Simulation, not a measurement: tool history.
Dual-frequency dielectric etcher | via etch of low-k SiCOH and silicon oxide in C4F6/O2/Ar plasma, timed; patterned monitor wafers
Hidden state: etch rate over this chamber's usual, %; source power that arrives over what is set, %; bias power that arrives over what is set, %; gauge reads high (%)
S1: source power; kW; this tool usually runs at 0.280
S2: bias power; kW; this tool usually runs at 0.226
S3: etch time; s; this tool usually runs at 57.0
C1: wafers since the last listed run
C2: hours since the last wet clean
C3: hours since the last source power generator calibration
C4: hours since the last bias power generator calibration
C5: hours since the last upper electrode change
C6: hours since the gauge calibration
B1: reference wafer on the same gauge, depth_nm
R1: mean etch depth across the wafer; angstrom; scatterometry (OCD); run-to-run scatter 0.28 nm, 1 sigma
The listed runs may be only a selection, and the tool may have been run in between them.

Run 1, hour 0.0: usual settings; C1 0; C2 404.8; C3 3491.9; C4 1194.3; C5 2664.0; C6 692.4; B1 141.9. Result: R1 1397 angstrom.
Run 2, hour 90.4: usual settings; C1 732; C2 495.2; C3 3582.3; C4 1284.7; C5 2754.4; C6 782.8; B1 142.1. Result: R1 1401 angstrom.
At hour 139.6: wet clean of the chamber.
Run 3, hour 175.1: usual settings; C1 491; C2 35.5; C3 3667.0; C4 1369.4; C5 2839.1; C6 867.5; B1 142.1. Result: R1 1397 angstrom.
Run 4, hour 272.6: usual settings; C1 789; C2 133.0; C3 3764.5; C4 1466.9; C5 2936.6; C6 965.0; B1 142.0. Result: R1 1397 angstrom.
Run 5, hour 312.1: usual settings; C1 319; C2 172.5; C3 3804.0; C4 1506.4; C5 2976.1; C6 1004.5; B1 142.1. Result: R1 1396 angstrom.
Run 6, hour 366.7: usual settings but S2 0.186 kW; C1 442; C2 227.1; C3 3858.6; C4 1561.0; C5 3030.7; C6 1059.1; B1 141.9. Result: R1 1363 angstrom.
Run 7, hour 439.1: usual settings but S2 0.186 kW; C1 586; C2 299.5; C3 3931.0; C4 1633.4; C5 3103.1; C6 1131.5; B1 141.9. Result: R1 1356 angstrom.
Run 8, hour 493.4: usual settings; C1 439; C2 353.8; C3 3985.3; C4 1687.7; C5 3157.4; C6 1185.8; B1 142.0. Result: R1 1404 angstrom.
Run 9, hour 565.3: usual settings but S2 0.213 kW; C1 582; C2 425.7; C3 4057.2; C4 1759.6; C5 3229.3; C6 1257.7; B1 142.0. Result: R1 1392 angstrom.
Run 10, hour 654.7: usual settings but S2 0.213 kW; C1 724; C2 515.1; C3 4146.6; C4 1849.0; C5 3318.7; C6 1347.1; B1 142.0. Result: R1 1388 angstrom.
Run 11, hour 693.3: usual settings but S2 0.213 kW; C1 312; C2 553.7; C3 4185.2; C4 1887.6; C5 3357.3; C6 1385.7; B1 142.1. Result: R1 1391 angstrom.
At hour 740.3: wet clean of the chamber.
Run 12, hour 745.1: usual settings but S1 0.310 kW, S2 0.254 kW; C1 225; C2 4.8; C3 4237.0; C4 1939.4; C5 3409.1; C6 1437.5; B1 141.9. Result: R1 1482 angstrom.
Run 13, hour 793.1: usual settings but S1 0.300 kW; C1 388; C2 52.8; C3 4285.0; C4 1987.4; C5 3457.1; C6 1485.5; B1 141.9. Result: R1 1434 angstrom.
Run 14, hour 841.1: usual settings but S2 0.250 kW, S3 61.5 s; C1 388; C2 100.8; C3 4333.0; C4 2035.4; C5 3505.1; C6 1533.5; B1 142.0. Result: R1 1542 angstrom.
At hour 881.6: upper electrode replaced, of another model than before.
Run 15, hour 902.0: usual settings; C1 298; C2 161.7; C3 4393.9; C4 2096.3; C5 20.4; C6 1594.4; B1 142.1. Result: R1 1397 angstrom.
Run 16, hour 957.1: usual settings but S1 0.340 kW, S3 65.0 s; C1 446; C2 216.8; C3 4449.0; C4 2151.4; C5 75.5; C6 1649.5; B1 141.9. Result: R1 1679 angstrom.
At hour 997.3: bias power generator calibrated.
Run 17, hour 997.8: usual settings; C1 297; C2 257.5; C3 4489.7; C4 0.5; C5 116.2; C6 1690.2; B1 141.9. Result: R1 1399 angstrom.
At hour 1012.9: gauge calibrated.
Run 18, hour 1060.3: usual settings but S1 0.240 kW; C1 506; C2 320.0; C3 4552.2; C4 63.0; C5 178.7; C6 47.4; B1 141.9. Result: R1 1346 angstrom.
At hour 1119.3: source power generator calibrated.
At hour 1226.9: wet clean of the chamber.
Run 19, hour 1227.4: usual settings but S1 0.240 kW, S2 0.179 kW, S3 66.0 s; C1 1126; C2 0.5; C3 108.1; C4 230.1; C5 345.8; C6 214.5; B1 142.1. Result: R1 1469 angstrom.
Run 20, hour 1286.7: usual settings but S1 0.330 kW, S3 61.5 s; C1 480; C2 59.8; C3 167.4; C4 289.4; C5 405.1; C6 273.8; B1 142.0. Result: R1 1554 angstrom.
Run 21, hour 1394.6: usual settings but S1 0.350 kW, S2 0.271 kW; C1 873; C2 167.7; C3 275.3; C4 397.3; C5 513.0; C6 381.7; B1 142.0. Result: R1 1529 angstrom.
Run 22, hour 1444.5: usual settings but S1 0.300 kW, S2 0.252 kW; C1 404; C2 217.6; C3 325.2; C4 447.2; C5 562.9; C6 431.6; B1 142.1. Result: R1 1439 angstrom.
Run 23, hour 1546.8: usual settings but S1 0.340 kW; C1 828; C2 319.9; C3 427.5; C4 549.5; C5 665.2; C6 533.9; B1 141.9. Result: R1 1454 angstrom.
Run 24, hour 1610.2: usual settings but S3 50.0 s; C1 513; C2 383.3; C3 490.9; C4 612.9; C5 728.6; C6 597.3; B1 142.0. Result: R1 1213 angstrom.
At hour 1707.4: wet clean of the chamber.
Run 25, hour 1717.9: usual settings but S1 0.320 kW, S3 64.5 s; C1 677; C2 10.5; C3 598.6; C4 720.6; C5 836.3; C6 705.0; B1 141.8. Result: R1 1625 angstrom.
Run 26, hour 1772.3: usual settings; C1 440; C2 64.9; C3 653.0; C4 775.0; C5 890.7; C6 759.4; B1 142.0. Result: R1 1385 angstrom.

Run-by-run hidden state of the tool:
etch rate over this chamber's usual, %: 0 in every run
bias power that arrives over what is set, %: 0 in every run
gauge reads high (%): 0 in every run
H1: source power that arrives over what is set, %
run     H1
  1   3.16
  2   3.35
  3   3.53
  4   3.75
  5   3.84
  6   3.96
  7   4.13
  8   4.25
  9   4.42
 10   4.64
 11   4.74
 12   4.86
 13   4.99
 14   5.11
 15   5.27
 16   5.41
 17   5.52
 18   5.68
 19  0.357
 20  0.362
 21  0.376
 22  0.385
 23  0.408
 24  0.425
 25  0.459
 26   0.48

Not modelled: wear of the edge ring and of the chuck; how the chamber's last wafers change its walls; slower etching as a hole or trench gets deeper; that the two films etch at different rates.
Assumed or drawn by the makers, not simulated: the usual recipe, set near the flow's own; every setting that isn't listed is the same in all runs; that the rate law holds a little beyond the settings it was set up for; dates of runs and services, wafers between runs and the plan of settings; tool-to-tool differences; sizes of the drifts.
